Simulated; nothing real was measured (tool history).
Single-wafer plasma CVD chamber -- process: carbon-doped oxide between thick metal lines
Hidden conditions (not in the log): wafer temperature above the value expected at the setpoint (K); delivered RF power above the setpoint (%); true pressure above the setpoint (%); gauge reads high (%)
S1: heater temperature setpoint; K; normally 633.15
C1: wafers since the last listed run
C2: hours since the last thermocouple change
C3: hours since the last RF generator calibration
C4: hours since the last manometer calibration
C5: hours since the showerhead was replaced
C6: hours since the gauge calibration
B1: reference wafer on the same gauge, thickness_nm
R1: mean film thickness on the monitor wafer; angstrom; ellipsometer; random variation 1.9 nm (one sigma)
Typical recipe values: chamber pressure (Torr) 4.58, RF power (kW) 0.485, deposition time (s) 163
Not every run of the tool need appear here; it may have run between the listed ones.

{"run": 1, "hour": 0.0, "S1": 633.15, "chamber pressure (Torr)": 4.58, "RF power (kW)": 0.485, "deposition time (s)": 163, "C1": 0, "C2": 345.7, "C3": 1198.7, "C4": 795.2, "C5": 6039.0, "C6": 274.3, "B1": 837.598, "R1": 8111.81}
{"run": 2, "hour": 97.1, "S1": 633.15, "chamber pressure (Torr)": 4.58, "RF power (kW)": 0.485, "deposition time (s)": 163, "C1": 772, "C2": 442.8, "C3": 1295.8, "C4": 892.3, "C5": 6136.1, "C6": 371.4, "B1": 838.051, "R1": 8174.75}
{"run": 3, "hour": 309.6, "S1": 633.15, "chamber pressure (Torr)": 4.58, "RF power (kW)": 0.485, "deposition time (s)": 163, "C1": 1690, "C2": 655.3, "C3": 1508.3, "C4": 1104.8, "C5": 6348.6, "C6": 583.9, "B1": 837.984, "R1": 8141.57}
{"run": 4, "hour": 346.5, "S1": 633.15, "chamber pressure (Torr)": 4.22, "RF power (kW)": 0.485, "deposition time (s)": 182, "C1": 293, "C2": 692.2, "C3": 1545.2, "C4": 1141.7, "C5": 6385.5, "C6": 620.8, "B1": 838.317, "R1": 8963.33}
{"run": 5, "hour": 424.4, "S1": 633.15, "chamber pressure (Torr)": 4.22, "RF power (kW)": 0.485, "deposition time (s)": 182, "C1": 619, "C2": 770.1, "C3": 1623.1, "C4": 1219.6, "C5": 6463.4, "C6": 698.7, "B1": 838.549, "R1": 8941.06}
{"run": 6, "hour": 480.5, "S1": 633.15, "chamber pressure (Torr)": 4.58, "RF power (kW)": 0.415, "deposition time (s)": 163, "C1": 446, "C2": 826.2, "C3": 1679.2, "C4": 1275.7, "C5": 6519.5, "C6": 754.8, "B1": 837.53, "R1": 7328.31}
{"run": 7, "hour": 528.7, "S1": 633.15, "chamber pressure (Torr)": 4.58, "RF power (kW)": 0.415, "deposition time (s)": 163, "C1": 383, "C2": 874.4, "C3": 1727.4, "C4": 1323.9, "C5": 6567.7, "C6": 803.0, "B1": 838.231, "R1": 7330.0}
{"hour": 593.7, "done": "RF generator calibrated"}
{"run": 8, "hour": 615.5, "S1": 633.15, "chamber pressure (Torr)": 4.58, "RF power (kW)": 0.415, "deposition time (s)": 163, "C1": 626, "C2": 961.2, "C3": 21.8, "C4": 1410.7, "C5": 6654.5, "C6": 889.8, "B1": 838.059, "R1": 7343.41}
{"run": 9, "hour": 703.3, "S1": 633.15, "chamber pressure (Torr)": 4.58, "RF power (kW)": 0.55, "deposition time (s)": 163, "C1": 698, "C2": 1049.0, "C3": 109.6, "C4": 1498.5, "C5": 6742.3, "C6": 977.6, "B1": 838.329, "R1": 8751.54}
{"run": 10, "hour": 739.8, "S1": 633.15, "chamber pressure (Torr)": 4.58, "RF power (kW)": 0.485, "deposition time (s)": 163, "C1": 290, "C2": 1085.5, "C3": 146.1, "C4": 1535.0, "C5": 6778.8, "C6": 1014.1, "B1": 837.565, "R1": 8151.55}
{"hour": 766.8, "done": "showerhead replaced, of another model than before"}
{"run": 11, "hour": 785.8, "S1": 633.15, "chamber pressure (Torr)": 4.58, "RF power (kW)": 0.4, "deposition time (s)": 163, "C1": 302, "C2": 1131.5, "C3": 192.1, "C4": 1581.0, "C5": 19.0, "C6": 1060.1, "B1": 837.824, "R1": 6524.44}
{"run": 12, "hour": 828.1, "S1": 633.15, "chamber pressure (Torr)": 5.38, "RF power (kW)": 0.555, "deposition time (s)": 192, "C1": 336, "C2": 1173.8, "C3": 234.4, "C4": 1623.3, "C5": 61.3, "C6": 1102.4, "B1": 838.003, "R1": 11053.51}
{"hour": 920.4, "done": "capacitance manometer re-zeroed and calibrated"}
{"run": 13, "hour": 920.9, "S1": 633.15, "chamber pressure (Torr)": 3.92, "RF power (kW)": 0.485, "deposition time (s)": 163, "C1": 674, "C2": 1266.6, "C3": 327.2, "C4": 0.5, "C5": 154.1, "C6": 1195.2, "B1": 838.268, "R1": 8111.89}
{"run": 14, "hour": 1013.4, "S1": 633.15, "chamber pressure (Torr)": 4.58, "RF power (kW)": 0.485, "deposition time (s)": 163, "C1": 735, "C2": 1359.1, "C3": 419.7, "C4": 93.0, "C5": 246.6, "C6": 1287.7, "B1": 838.133, "R1": 8237.3}
{"hour": 1018.2, "done": "gauge calibrated"}
{"run": 15, "hour": 1099.8, "S1": 633.15, "chamber pressure (Torr)": 4.58, "RF power (kW)": 0.41, "deposition time (s)": 163, "C1": 687, "C2": 1445.5, "C3": 506.1, "C4": 179.4, "C5": 333.0, "C6": 81.6, "B1": 838.173, "R1": 6772.18}
{"hour": 1150.1, "done": "thermocouple changed; heater temperature recalibrated"}
{"run": 16, "hour": 1195.3, "S1": 633.15, "chamber pressure (Torr)": 4.58, "RF power (kW)": 0.485, "deposition time (s)": 163, "C1": 696, "C2": 45.2, "C3": 601.6, "C4": 274.9, "C5": 428.5, "C6": 177.1, "B1": 838.321, "R1": 8179.29}
{"run": 17, "hour": 1275.3, "S1": 642.15, "chamber pressure (Torr)": 4.58, "RF power (kW)": 0.485, "deposition time (s)": 163, "C1": 636, "C2": 125.2, "C3": 681.6, "C4": 354.9, "C5": 508.5, "C6": 257.1, "B1": 837.845, "R1": 8054.77}
{"run": 18, "hour": 1342.0, "S1": 633.15, "chamber pressure (Torr)": 4.58, "RF power (kW)": 0.485, "deposition time (s)": 183, "C1": 530, "C2": 191.9, "C3": 748.3, "C4": 421.6, "C5": 575.2, "C6": 323.8, "B1": 837.76, "R1": 9194.4}
{"run": 19, "hour": 1435.8, "S1": 646.15, "chamber pressure (Torr)": 4.58, "RF power (kW)": 0.575, "deposition time (s)": 176, "C1": 746, "C2": 285.7, "C3": 842.1, "C4": 515.4, "C5": 669.0, "C6": 417.6, "B1": 837.708, "R1": 10015.04}
{"run": 20, "hour": 1480.6, "S1": 633.15, "chamber pressure (Torr)": 4.58, "RF power (kW)": 0.485, "deposition time (s)": 163, "C1": 356, "C2": 330.5, "C3": 886.9, "C4": 560.2, "C5": 713.8, "C6": 462.4, "B1": 838.0, "R1": 8208.94}
{"run": 21, "hour": 1521.1, "S1": 643.15, "chamber pressure (Torr)": 4.58, "RF power (kW)": 0.4, "deposition time (s)": 163, "C1": 322, "C2": 371.0, "C3": 927.4, "C4": 600.7, "C5": 754.3, "C6": 502.9, "B1": 838.167, "R1": 6376.08}

Alternative continuations, all from the tool just after run 21; predict every row:
{"run": "A", "hour": 1521.5, "S1": 633.15, "chamber pressure (Torr)": 3.73, "RF power (kW)": 0.485, "deposition time (s)": 163, "C1": 3, "C2": 371.4, "C3": 927.8, "C4": 601.1, "C5": 754.7, "C6": 503.3, "B1": "?", "R1": "?"}
{"run": "B", "hour": 1521.5, "S1": 641.15, "chamber pressure (Torr)": 4.58, "RF power (kW)": 0.57, "deposition time (s)": 138, "C1": 3, "C2": 371.4, "C3": 927.8, "C4": 601.1, "C5": 754.7, "C6": 503.3, "B1": "?", "R1": "?"}
{"run": "C", "hour": 1521.5, "S1": 622.15, "chamber pressure (Torr)": 4.58, "RF power (kW)": 0.485, "deposition time (s)": 163, "C1": 3, "C2": 371.4, "C3": 927.8, "C4": 601.1, "C5": 754.7, "C6": 503.3, "B1": "?", "R1": "?"}
{"run": "D", "hour": 1521.5, "S1": 621.15, "chamber pressure (Torr)": 4.58, "RF power (kW)": 0.395, "deposition time (s)": 163, "C1": 3, "C2": 371.4, "C3": 927.8, "C4": 601.1, "C5": 754.7, "C6": 503.3, "B1": "?", "R1": "?"}
{"run": "E", "hour": 1521.5, "S1": 633.15, "chamber pressure (Torr)": 4.58, "RF power (kW)": 0.485, "deposition time (s)": 138, "C1": 3, "C2": 371.4, "C3": 927.8, "C4": 601.1, "C5": 754.7, "C6": 503.3, "B1": "?", "R1": "?"}

run=A B1=838.466 R1=8022.42
run=B B1=838.466 R1=7857.97
run=C B1=838.466 R1=8440.91
run=D B1=838.466 R1=6641.48
run=E B1=838.466 R1=6931.48
Had the tool no hidden state, the same runs would have come out as:
run=A R1=8064.52
run=B R1=7899.61
run=C R1=8485.64
run=D R1=6676.67
run=E R1=6968.21
